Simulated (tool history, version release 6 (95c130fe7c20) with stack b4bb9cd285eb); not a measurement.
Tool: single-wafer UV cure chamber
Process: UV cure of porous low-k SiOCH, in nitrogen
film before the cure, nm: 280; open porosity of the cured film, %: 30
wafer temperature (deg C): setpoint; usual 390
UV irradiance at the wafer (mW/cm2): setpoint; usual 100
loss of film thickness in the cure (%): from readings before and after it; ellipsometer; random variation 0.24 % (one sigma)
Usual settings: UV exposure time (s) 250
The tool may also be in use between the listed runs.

| run | hour | wafer temperature (deg C) | UV exposure time (s) | UV irradiance at the wafer (mW/cm2) | wafers since the last listed run | hours since the UV bulbs were replaced | wafers since the quartz window was cleaned | loss of film thickness in the cure (%) |
|---|---|---|---|---|---|---|---|---|
| 1 | 0.0 | 397 | 250 | 100 | 0 | 2195.4 | 240 | 12.747 |
| 2 | 49.8 | 397 | 250 | 100 | 201 | 2245.2 | 441 | 12.977 |
| 3 | 108.6 | 403 | 250 | 100 | 237 | 2304.0 | 678 | 13.185 |
|  | 149.8 | quartz window cleaned |
| 4 | 171.6 | 403 | 250 | 100 | 222 | 2367.0 | 88 | 12.980 |
| 5 | 232.3 | 403 | 250 | 100 | 245 | 2427.7 | 333 | 13.149 |
| 6 | 268.7 | 390 | 250 | 100 | 146 | 2464.1 | 480 | 12.111 |
| 7 | 317.7 | 390 | 250 | 100 | 197 | 2513.1 | 678 | 11.900 |
|  | 360.4 | quartz window cleaned |
| 8 | 376.4 | 390 | 250 | 100 | 204 | 2571.8 | 64 | 12.319 |
| 9 | 411.9 | 390 | 250 | 100 | 143 | 2607.3 | 207 | 11.798 |
| 10 | 455.6 | 390 | 250 | 100 | 176 | 2651.0 | 384 | 12.442 |
| 11 | 481.4 | 390 | 250 | 100 | 104 | 2676.8 | 488 | 11.978 |
| 12 | 531.9 | 390 | 250 | 100 | 203 | 2727.3 | 692 | 12.049 |
|  | 550.3 | quartz window cleaned |
| 13 | 572.6 | 390 | 250 | 100 | 132 | 2768.0 | 89 | 12.218 |
| 14 | 601.6 | 390 | 105 | 100 | 117 | 2797.0 | 207 | 7.709 |
|  | 630.9 | UV bulbs replaced |
| 15 | 641.2 | 402 | 195 | 135 | 127 | 10.3 | 334 | 15.035 |
| 16 | 696.5 | 390 | 250 | 67 | 223 | 65.6 | 557 | 12.213 |
| 17 | 723.9 | 390 | 250 | 140 | 110 | 93.0 | 668 | 16.102 |
| 18 | 748.5 | 373 | 180 | 85 | 99 | 117.6 | 767 | 11.579 |
|  | 761.3 | quartz window cleaned |
| 19 | 798.8 | 390 | 250 | 118 | 170 | 167.9 | 151 | 14.895 |
| 20 | 824.7 | 398 | 250 | 83 | 104 | 193.8 | 256 | 13.847 |
| 21 | 868.7 | 390 | 250 | 100 | 177 | 237.8 | 433 | 14.147 |
| 22 | 938.0 | 390 | 300 | 100 | 279 | 307.1 | 713 | 15.059 |
|  | 982.6 | quartz window cleaned |
| 23 | 983.8 | 390 | 210 | 100 | 152 | 352.9 | 4 | 13.251 |
| 24 | 1013.7 | 399 | 360 | 65 | 120 | 382.8 | 125 | 13.890 |

Forecast each of these 4 alternatives for the next run:
| A | 1014.2 | 374 | 250 | 100 | 2 | 383.3 | 127 | ? |
| B | 1014.2 | 390 | 250 | 120 | 2 | 383.3 | 127 | ? |
| C | 1014.2 | 396 | 135 | 100 | 2 | 383.3 | 127 | ? |
| D | 1014.2 | 382 | 250 | 119 | 2 | 383.3 | 127 | ? |

| run | loss of film thickness in the cure (%) |
|---|---|
| A | 13.835 |
| B | 15.128 |
| C | 11.168 |
| D | 14.914 |
Without the tool's hidden state the same runs would have given:
| run | loss of film thickness in the cure (%) |
|---|---|
| A | 14.261 |
| B | 15.564 |
| C | 11.576 |
| D | 15.349 |
